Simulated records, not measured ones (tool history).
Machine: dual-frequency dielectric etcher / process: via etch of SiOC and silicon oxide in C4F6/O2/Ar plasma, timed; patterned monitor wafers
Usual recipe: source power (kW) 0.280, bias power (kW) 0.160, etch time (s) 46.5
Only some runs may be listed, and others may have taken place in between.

run,day,source power (kW),bias power (kW),etch time (s),"read-back reference wafer on the same gauge, depth_nm",mean etch depth across the wafer (nm)
1,0.000,0.280,0.160,46.5,48.03,47.07
2,2.212,0.280,0.160,46.5,47.99,47.38
# day 3.646: gauge calibrated
3,4.896,0.280,0.160,46.5,48.00,47.62
# day 6.000: wet clean of the chamber
4,8.762,0.280,0.160,46.5,47.98,46.49
5,11.825,0.280,0.160,46.5,48.01,46.56
6,14.671,0.280,0.160,46.5,48.04,46.57
7,17.762,0.280,0.160,46.5,47.99,47.31
8,19.442,0.280,0.160,46.5,48.00,47.05
# day 31.292: wet clean of the chamber
9,31.312,0.280,0.160,55.0,47.97,54.03
10,33.075,0.280,0.160,55.0,48.01,54.14
11,35.612,0.280,0.160,55.0,48.00,54.41
# day 36.558: source power generator calibrated
12,39.650,0.280,0.160,54.0,47.96,53.88
# day 40.429: bias power generator calibrated
13,43.450,0.280,0.160,39.0,47.97,38.45
14,46.225,0.280,0.160,39.0,47.97,38.49
# day 48.571: upper electrode replaced
15,50.125,0.280,0.136,32.5,48.00,30.56
16,53.183,0.230,0.178,46.5,48.00,46.74
17,57.212,0.280,0.129,51.5,48.02,48.13
# day 59.921: wet clean of the chamber
18,62.779,0.280,0.160,46.5,48.00,45.84
19,66.379,0.310,0.198,46.5,48.01,50.87
20,68.646,0.320,0.160,38.0,47.99,38.85
21,72.033,0.280,0.135,46.5,47.96,43.39
# day 73.029: gauge calibrated
22,74.204,0.280,0.122,34.0,48.02,30.71
23,78.154,0.280,0.160,54.0,47.97,54.64

Run 24, settings as shown, results not yet in. Your forecast:
# day 82.462: wet clean of the chamber
24,82.483,0.250,0.160,40.0,?,?

Logged for run 24: read-back reference wafer on the same gauge, depth_nm 48.01, mean etch depth across the wafer (nm) 38.22.
With no hidden state in the tool, this same run would have given mean etch depth across the wafer (nm) 37.79.
